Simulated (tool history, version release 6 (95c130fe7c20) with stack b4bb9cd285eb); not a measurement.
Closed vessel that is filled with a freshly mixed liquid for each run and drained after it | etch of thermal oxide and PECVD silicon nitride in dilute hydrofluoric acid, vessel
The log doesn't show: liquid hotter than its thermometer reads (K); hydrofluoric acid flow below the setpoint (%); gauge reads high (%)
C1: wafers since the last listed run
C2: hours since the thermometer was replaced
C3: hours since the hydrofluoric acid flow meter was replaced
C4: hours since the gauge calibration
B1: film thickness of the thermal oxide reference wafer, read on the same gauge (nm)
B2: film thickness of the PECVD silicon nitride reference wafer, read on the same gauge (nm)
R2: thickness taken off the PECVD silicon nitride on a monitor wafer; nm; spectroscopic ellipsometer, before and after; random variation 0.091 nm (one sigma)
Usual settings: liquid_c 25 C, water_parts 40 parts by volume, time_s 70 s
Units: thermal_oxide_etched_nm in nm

run 1 day=0 | liquid_c=25 water_parts=40 time_s=70 | C1=0 C2=803.4 C3=56.5 C4=1930.2 | B1=149.98 B2=109.97 | thermal_oxide_etched_nm=10.44 R2=10.76
run 2 day=1.742 | liquid_c=28 water_parts=40 time_s=70 | C1=6111 C2=845.2 C3=98.3 C4=1972 | B1=150 B2=110.01 | thermal_oxide_etched_nm=12.03 R2=12.85
-- day=3.579 thermometer replaced
-- day=5.308 gauge calibrated
run 3 day=7.658 | liquid_c=28 water_parts=40 time_s=70 | C1=20614 C2=97.9 C3=240.3 C4=56.4 | B1=150.01 B2=109.99 | thermal_oxide_etched_nm=11.47 R2=12
run 4 day=9.171 | liquid_c=28 water_parts=40 time_s=70 | C1=5307 C2=134.2 C3=276.6 C4=92.7 | B1=150 B2=110.04 | thermal_oxide_etched_nm=11.39 R2=12.12
run 5 day=10.792 | liquid_c=25 water_parts=45 time_s=70 | C1=5687 C2=173.1 C3=315.5 C4=131.6 | B1=150 B2=110.02 | thermal_oxide_etched_nm=8.85 R2=8.74
run 6 day=12.925 | liquid_c=25 water_parts=30 time_s=70 | C1=7485 C2=224.3 C3=366.7 C4=182.8 | B1=149.99 B2=110.02 | thermal_oxide_etched_nm=13.54 R2=13.11
run 7 day=14.629 | liquid_c=25 water_parts=30 time_s=70 | C1=5979 C2=265.2 C3=407.6 C4=223.7 | B1=149.99 B2=110 | thermal_oxide_etched_nm=13.72 R2=13.05
-- day=16.092 hydrofluoric acid flow meter replaced
run 8 day=17.571 | liquid_c=25 water_parts=40 time_s=70 | C1=10175 C2=335.8 C3=35.5 C4=294.3 | B1=150.02 B2=110.01 | thermal_oxide_etched_nm=10.28 R2=10.05
run 9 day=19.817 | liquid_c=28 water_parts=50 time_s=70 | C1=7880 C2=389.7 C3=89.4 C4=348.2 | B1=149.99 B2=110 | thermal_oxide_etched_nm=8.96 R2=10.03
run 10 day=21.175 | liquid_c=25 water_parts=40 time_s=70 | C1=4766 C2=422.3 C3=122 C4=380.8 | B1=149.98 B2=110 | thermal_oxide_etched_nm=10.25 R2=10.17
run 11 day=23.204 | liquid_c=21.5 water_parts=30 time_s=50 | C1=7119 C2=471 C3=170.7 C4=429.5 | B1=150 B2=110 | thermal_oxide_etched_nm=8.53 R2=7.71
run 12 day=25.696 | liquid_c=25 water_parts=40 time_s=95 | C1=8742 C2=530.8 C3=230.5 C4=489.3 | B1=149.99 B2=110 | thermal_oxide_etched_nm=14.08 R2=14.16
run 13 day=26.729 | liquid_c=29 water_parts=60 time_s=45 | C1=3625 C2=555.6 C3=255.3 C4=514.1 | B1=150.01 B2=110 | thermal_oxide_etched_nm=4.98 R2=5.8
run 14 day=29.417 | liquid_c=25 water_parts=40 time_s=100 | C1=9429 C2=620.1 C3=319.8 C4=578.6 | B1=150 B2=110.01 | thermal_oxide_etched_nm=14.96 R2=14.75
run 15 day=31.871 | liquid_c=25 water_parts=55 time_s=70 | C1=8611 C2=679 C3=378.7 C4=637.5 | B1=149.98 B2=110 | thermal_oxide_etched_nm=7.44 R2=7.82
run 16 day=34.567 | liquid_c=27.5 water_parts=40 time_s=105 | C1=9459 C2=743.7 C3=443.4 C4=702.2 | B1=150 B2=109.96 | thermal_oxide_etched_nm=17.38 R2=18.7
-- day=35.546 hydrofluoric acid flow meter replaced
run 17 day=37.171 | liquid_c=25 water_parts=25 time_s=70 | C1=8991 C2=806.2 C3=39 C4=764.7 | B1=149.99 B2=110.01 | thermal_oxide_etched_nm=17.35 R2=16.69
run 18 day=38.729 | liquid_c=25 water_parts=40 time_s=70 | C1=5467 C2=843.6 C3=76.4 C4=802.1 | B1=149.99 B2=110.02 | thermal_oxide_etched_nm=10.66 R2=10.69
-- day=38.946 thermometer replaced
run 19 day=40.704 | liquid_c=23 water_parts=40 time_s=95 | C1=6783 C2=42.2 C3=123.8 C4=849.5 | B1=150.03 B2=110 | thermal_oxide_etched_nm=12.6 R2=11.68
run 20 day=42.275 | liquid_c=30 water_parts=35 time_s=105 | C1=5511 C2=79.9 C3=161.5 C4=887.2 | B1=149.98 B2=110.01 | thermal_oxide_etched_nm=21.1 R2=23.45
run 21 day=44.517 | liquid_c=23.5 water_parts=55 time_s=45 | C1=7865 C2=133.7 C3=215.3 C4=941 | B1=150.01 B2=110.01 | thermal_oxide_etched_nm=4.33 R2=4.19
run 22 day=45.738 | liquid_c=25 water_parts=40 time_s=70 | C1=4283 C2=163 C3=244.6 C4=970.3 | B1=150 B2=109.99 | thermal_oxide_etched_nm=9.98 R2=9.96
run 23 day=48.621 | liquid_c=25 water_parts=40 time_s=70 | C1=10117 C2=232.2 C3=313.8 C4=1039.5 | B1=149.99 B2=109.99 | thermal_oxide_etched_nm=10.17 R2=10.05
run 24 day=51.125 | liquid_c=20.5 water_parts=25 time_s=90 | C1=8786 C2=292.3 C3=373.9 C4=1099.6 | B1=149.99 B2=109.95 | thermal_oxide_etched_nm=17.91 R2=15.24
run 25 day=52.721 | liquid_c=25 water_parts=35 time_s=70 | C1=5599 C2=330.6 C3=412.2 C4=1137.9 | B1=150.02 B2=109.99 | thermal_oxide_etched_nm=11.84 R2=11.52

Forecast each of these 4 alternatives for the next run:
run A day=52.75 | liquid_c=25 water_parts=40 time_s=70 | C1=102 C2=331.3 C3=412.9 C4=1138.6 | B1=? B2=? | thermal_oxide_etched_nm=? R2=?
run B day=52.75 | liquid_c=27 water_parts=40 time_s=110 | C1=102 C2=331.3 C3=412.9 C4=1138.6 | B1=? B2=? | thermal_oxide_etched_nm=? R2=?
run C day=52.75 | liquid_c=25 water_parts=50 time_s=100 | C1=102 C2=331.3 C3=412.9 C4=1138.6 | B1=? B2=? | thermal_oxide_etched_nm=? R2=?
run D day=52.75 | liquid_c=25 water_parts=20 time_s=95 | C1=102 C2=331.3 C3=412.9 C4=1138.6 | B1=? B2=? | thermal_oxide_etched_nm=? R2=?

run=A B1=150 B2=110.03 thermal_oxide_etched_nm=10.31 R2=10.21
run=B B1=150 B2=110.03 thermal_oxide_etched_nm=17.57 R2=18.33
run=C B1=150 B2=110.03 thermal_oxide_etched_nm=11.62 R2=11.72
run=D B1=150 B2=110.03 thermal_oxide_etched_nm=28.78 R2=27.07
Without the tool's hidden state the same runs would have given:
run=A thermal_oxide_etched_nm=9.99 R2=9.7
run=B thermal_oxide_etched_nm=17.03 R2=17.42
run=C thermal_oxide_etched_nm=11.26 R2=11.14
run=D thermal_oxide_etched_nm=27.87 R2=25.69

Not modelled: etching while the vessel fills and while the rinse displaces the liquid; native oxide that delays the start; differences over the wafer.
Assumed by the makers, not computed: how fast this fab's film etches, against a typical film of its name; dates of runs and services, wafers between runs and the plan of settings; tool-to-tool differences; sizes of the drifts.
